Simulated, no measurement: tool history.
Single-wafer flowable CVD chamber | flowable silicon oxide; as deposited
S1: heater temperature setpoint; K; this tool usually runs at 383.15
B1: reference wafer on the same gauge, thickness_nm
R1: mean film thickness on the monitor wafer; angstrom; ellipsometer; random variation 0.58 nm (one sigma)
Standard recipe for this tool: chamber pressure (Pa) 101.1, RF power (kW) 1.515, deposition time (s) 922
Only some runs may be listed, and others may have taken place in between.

{"run": 1, "hour": 0.0, "S1": 375.15, "chamber pressure (Pa)": 94, "RF power (kW)": 1.515, "deposition time (s)": 922, "B1": 296.883, "R1": 4923.4}
{"run": 2, "hour": 12.5, "S1": 375.15, "chamber pressure (Pa)": 94, "RF power (kW)": 1.515, "deposition time (s)": 922, "B1": 296.847, "R1": 4910.73}
{"run": 3, "hour": 30.4, "S1": 375.15, "chamber pressure (Pa)": 94, "RF power (kW)": 1.515, "deposition time (s)": 922, "B1": 297.006, "R1": 4919.4}
{"hour": 44.8, "done": "capacitance manometer re-zeroed and calibrated"}
{"hour": 46.2, "done": "showerhead replaced"}
{"run": 4, "hour": 46.7, "S1": 383.15, "chamber pressure (Pa)": 101.1, "RF power (kW)": 1.515, "deposition time (s)": 1023, "B1": 297.271, "R1": 4723.53}
{"run": 5, "hour": 47.2, "S1": 383.15, "chamber pressure (Pa)": 101.1, "RF power (kW)": 1.625, "deposition time (s)": 922, "B1": 297.084, "R1": 4349.22}
{"hour": 62.2, "done": "gauge calibrated"}
{"hour": 67.1, "done": "RF generator calibrated"}
{"hour": 67.6, "done": "thermocouple changed; heater temperature recalibrated"}
{"run": 6, "hour": 68.1, "S1": 383.15, "chamber pressure (Pa)": 101.1, "RF power (kW)": 1.625, "deposition time (s)": 922, "B1": 296.999, "R1": 3365.32}
{"run": 7, "hour": 79.0, "S1": 383.15, "chamber pressure (Pa)": 101.1, "RF power (kW)": 1.445, "deposition time (s)": 775, "B1": 296.87, "R1": 2722.59}
{"run": 8, "hour": 86.4, "S1": 389.15, "chamber pressure (Pa)": 101.1, "RF power (kW)": 1.515, "deposition time (s)": 922, "B1": 297.045, "R1": 2674.35}
{"run": 9, "hour": 96.0, "S1": 383.15, "chamber pressure (Pa)": 101.1, "RF power (kW)": 1.515, "deposition time (s)": 922, "B1": 296.92, "R1": 3297.94}
{"run": 10, "hour": 103.6, "S1": 376.15, "chamber pressure (Pa)": 101.1, "RF power (kW)": 1.515, "deposition time (s)": 836, "B1": 297.005, "R1": 3913.7}
{"run": 11, "hour": 110.7, "S1": 375.15, "chamber pressure (Pa)": 109.7, "RF power (kW)": 1.295, "deposition time (s)": 1080, "B1": 297.081, "R1": 5353.72}
{"run": 12, "hour": 120.8, "S1": 394.15, "chamber pressure (Pa)": 101.1, "RF power (kW)": 1.3, "deposition time (s)": 922, "B1": 296.951, "R1": 2144.15}
{"run": 13, "hour": 129.0, "S1": 391.15, "chamber pressure (Pa)": 101.1, "RF power (kW)": 1.515, "deposition time (s)": 1054, "B1": 296.96, "R1": 2866.81}
{"run": 14, "hour": 136.4, "S1": 392.15, "chamber pressure (Pa)": 109.1, "RF power (kW)": 1.515, "deposition time (s)": 922, "B1": 296.824, "R1": 2627.47}
{"run": 15, "hour": 148.8, "S1": 383.15, "chamber pressure (Pa)": 101.1, "RF power (kW)": 1.755, "deposition time (s)": 922, "B1": 297.274, "R1": 3469.18}

Predict each of these 3 candidate next runs independently; none follows another, all start after run 15:
{"run": "A", "hour": 149.5, "S1": 383.15, "chamber pressure (Pa)": 101.1, "RF power (kW)": 1.515, "deposition time (s)": 922, "B1": "?", "R1": "?"}
{"run": "B", "hour": 149.5, "S1": 383.15, "chamber pressure (Pa)": 121.7, "RF power (kW)": 1.515, "deposition time (s)": 922, "B1": "?", "R1": "?"}
{"run": "C", "hour": 149.5, "S1": 383.15, "chamber pressure (Pa)": 101.1, "RF power (kW)": 1.4, "deposition time (s)": 922, "B1": "?", "R1": "?"}

run=A B1=297.035 R1=3327.78
run=B B1=297.035 R1=3999
run=C B1=297.035 R1=3228.13
Had the tool no hidden state, the same runs would have come out as:
run=A R1=3333.2
run=B R1=4008.91
run=C R1=3233.39
